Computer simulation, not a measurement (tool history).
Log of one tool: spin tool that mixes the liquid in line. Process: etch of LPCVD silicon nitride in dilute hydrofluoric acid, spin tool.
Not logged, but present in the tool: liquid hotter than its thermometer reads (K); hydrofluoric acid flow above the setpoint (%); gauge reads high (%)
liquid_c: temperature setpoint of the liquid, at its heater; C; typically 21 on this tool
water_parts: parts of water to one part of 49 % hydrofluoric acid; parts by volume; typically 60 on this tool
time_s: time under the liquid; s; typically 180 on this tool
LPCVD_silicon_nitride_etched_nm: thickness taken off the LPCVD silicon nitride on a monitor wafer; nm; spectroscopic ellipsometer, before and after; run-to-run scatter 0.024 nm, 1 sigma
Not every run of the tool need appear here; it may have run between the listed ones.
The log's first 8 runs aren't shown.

run    hour  liquid_c  water_parts  time_s  wafers since the last listed run  hours since the thermometer was replaced  hours since the hydrofluoric acid flow meter was replaced  hours since the gauge calibration  read-back film thickness of the LPCVD silicon nitride reference wafer, read on the same gauge (nm)  LPCVD_silicon_nitride_etched_nm
      651.3  -- thermometer replaced
  9     732        21           60     180                              1767                                      80.7                                                      364.8                             2166.6                                                                                              161.59                            1.151
 10     775        21           60     180                               282                                     123.7                                                      407.8                             2209.6                                                                                              161.85                            1.178
 11   823.2        20           60     180                               316                                     171.9                                                        456                             2257.8                                                                                             162.144                            1.101
 12   860.8        21           70     285                               246                                     209.5                                                      493.6                             2295.4                                                                                             162.358                            1.504
 13   966.1        17           75     250                               690                                     314.8                                                      598.9                             2400.7                                                                                             162.991                            0.987
 14  1071.1        21           60     180                               688                                     419.8                                                      703.9                             2505.7                                                                                             163.615                            1.147
 15  1111.2        21           45      85                               263                                     459.9                                                        744                             2545.8                                                                                             163.852                            0.731
 16  1217.4        21           85     180                               696                                     566.1                                                      850.2                               2652                                                                                             164.464                            0.817
 17  1255.6      17.5           60     180                               250                                     604.3                                                      888.4                             2690.2                                                                                             164.726                            0.954
 18  1298.6        18           70     150                               282                                     647.3                                                      931.4                             2733.2                                                                                             164.966                            0.683
     1375.7  -- hydrofluoric acid flow meter replaced
 19  1404.9        21           40     180                               690                                     753.6                                                       29.2                             2839.5                                                                                             165.592                            1.749
 20  1456.2        21           60     180                               336                                     804.9                                                       80.5                             2890.8                                                                                             165.907                            1.185
 21  1555.2        21           45      85                               649                                     903.9                                                      179.5                             2989.8                                                                                             166.507                            0.726
 22  1599.4        25           45     130                               289                                     948.1                                                      223.7                               3034                                                                                             166.772                            1.436
     1669.5  -- gauge calibrated
 23  1672.5      19.5           70     230                               479                                    1021.2                                                      296.8                                  3                                                                                             150.048                             1.03
 24  1732.1      23.5           60     180                               390                                    1080.8                                                      356.4                               62.6                                                                                             150.394                             1.28
 25  1823.2        21           60     180                               597                                    1171.9                                                      447.5                              153.7                                                                                             150.945                            1.064
 26  1873.2        21           80     250                               327                                    1221.9                                                      497.5                              203.7                                                                                             151.249                            1.124
 27    1933      17.5           45     240                               392                                    1281.7                                                      557.3                              263.5                                                                                             151.605                            1.436
 28  1999.1        17           35     125                               433                                    1347.8                                                      623.4                              329.6                                                                                             151.984                            0.961
     2189.2  -- thermometer replaced
     2282.3  -- hydrofluoric acid flow meter replaced
 29  2311.7        17           60     135                              2037                                     122.5                                                       29.4                              642.2                                                                                              153.86                            0.608
 30  2399.9        21           60     180                               578                                     210.7                                                      117.6                              730.4                                                                                             154.381                            1.042
 31  2478.1        21           60     180                               512                                     288.9                                                      195.8                              808.6                                                                                             154.872                            1.139
 32  2527.1        21           60     100                               321                                     337.9                                                      244.8                              857.6                                                                                             155.164                            0.635
 33    2582      17.5           45     180                               360                                     392.8                                                      299.7                              912.5                                                                                             155.476                            1.203

Here are 3 independent what-if runs from the current tool condition. What would each one return?
  A  2582.5        21           70     180                                 3                                     393.3                                                      300.2                                913                                                                                                   ?                                ?
  B  2582.5        17           35     220                                 3                                     393.3                                                      300.2                                913                                                                                                   ?                                ?
  C  2582.5      22.5           40     180                                 3                                     393.3                                                      300.2                                913                                                                                                   ?                                ?

run  read-back film thickness of the LPCVD silicon nitride reference wafer, read on the same gauge (nm)  LPCVD_silicon_nitride_etched_nm
  A                                                                                               155.5                            0.974
  B                                                                                               155.5                            1.764
  C                                                                                               155.5                            1.863
Had the tool no hidden state, the same runs would have come out as:
run  LPCVD_silicon_nitride_etched_nm
  A                             0.94
  B                            1.701
  C                            1.798
